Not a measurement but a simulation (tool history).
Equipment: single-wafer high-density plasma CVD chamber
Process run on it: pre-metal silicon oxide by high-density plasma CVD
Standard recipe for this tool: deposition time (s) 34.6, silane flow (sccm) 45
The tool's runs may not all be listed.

run     day  deposition time (s)  silane flow (sccm)  wafers since the last listed run  hours since the silane flow controller was replaced  hours since the gauge calibration  read-back reference wafer on the same gauge, thickness_nm  mean film thickness on the monitor wafer (Å)
  1       0                 34.6                  45                                 0                                               2392.1                              272.5                                                    128.093                                       1456.62
  2   1.146                 34.6                  45                               599                                               2419.6                                300                                                    127.944                                       1457.04
  3   2.288                 38.8                  51                               597                                                 2447                              327.4                                                     128.04                                       1742.77
  4   3.583                 38.8                  51                               677                                               2478.1                              358.5                                                    128.011                                       1740.55
  5   4.212                 34.6                  45                               329                                               2493.2                              373.6                                                    128.015                                       1453.83
  6   5.675                 34.6                  51                               765                                               2528.3                              408.7                                                    127.976                                       1553.19
  7   7.108                 34.6                  51                               749                                               2562.7                              443.1                                                    127.989                                        1552.4
  8   8.225                 34.6                  45                               584                                               2589.5                              469.9                                                     128.05                                       1454.63
  9   9.071                 34.6                  45                               442                                               2609.8                              490.2                                                    127.985                                       1458.68
 10   9.854                 37.9                  45                               409                                               2628.6                                509                                                    127.985                                        1588.2
 11  11.012                 37.9                  45                               605                                               2656.4                              536.8                                                    127.977                                        1593.1
 12  11.912                 32.7                  45                               470                                                 2678                              558.4                                                    127.963                                       1370.71
 13  13.288                 32.7                  45                               719                                                 2711                              591.4                                                     128.01                                       1371.15
 14  14.012                 32.7                  48                               379                                               2728.4                              608.8                                                    127.953                                       1418.01
 15  14.767                 34.6                  45                               394                                               2746.5                              626.9                                                     127.95                                       1448.94
     15.779  -- silane flow controller replaced
     16.254  -- gauge calibrated
 16  18.921                 40.2                  50                              1998                                                 75.4                                 64                                                    127.982                                       1836.29
 17  20.075                 40.2                  42                               603                                                103.1                               91.7                                                    128.022                                       1680.15
 18  20.971                 34.6                  50                               468                                                124.6                              113.2                                                    127.914                                       1573.38
 19  21.592                 34.6                  45                               324                                                139.5                              128.1                                                    128.024                                       1486.96
 20  23.071                 27.9                  52                               773                                                  175                              163.6                                                    127.993                                       1301.86
 21  24.392                 34.6                  40                               690                                                206.7                              195.3                                                     127.91                                       1407.27
 22      26                 34.6                  41                               841                                                245.3                              233.9                                                    127.993                                       1419.13
 23  26.904                 34.6                  45                               473                                                  267                              255.6                                                     127.98                                       1483.97
 24    27.6                 34.6                  45                               364                                                283.7                              272.3                                                    127.998                                       1491.08
 25  28.171                 38.8                  51                               298                                                297.4                                286                                                    128.004                                       1788.36
 26  28.921                 37.2                  39                               392                                                315.4                                304                                                    128.043                                       1487.91
 27  29.596                 40.3                  49                               353                                                331.6                              320.2                                                    128.018                                       1815.04
 28  30.738                 27.9                  52                               597                                                  359                              347.6                                                    128.057                                       1295.34
 29  31.883                   41                  43                               599                                                386.5                              375.1                                                    127.959                                       1726.36

State the hidden condition of the tool at each of the runs:
gauge reads high (%): 0 in every run
H1: delivered silane flow above the setpoint (%)
run      H1
  1   -4.07
  2   -4.14
  3   -4.21
  4   -4.29
  5   -4.32
  6   -4.41
  7    -4.5
  8   -4.56
  9   -4.61
 10   -4.66
 11   -4.73
 12   -4.78
 13   -4.86
 14   -4.91
 15   -4.95
 16   0.796
 17   0.727
 18   0.674
 19   0.637
 20   0.549
 21   0.471
 22   0.375
 23   0.322
 24    0.28
 25   0.247
 26   0.202
 27   0.162
 28  0.0942
 29  0.0262

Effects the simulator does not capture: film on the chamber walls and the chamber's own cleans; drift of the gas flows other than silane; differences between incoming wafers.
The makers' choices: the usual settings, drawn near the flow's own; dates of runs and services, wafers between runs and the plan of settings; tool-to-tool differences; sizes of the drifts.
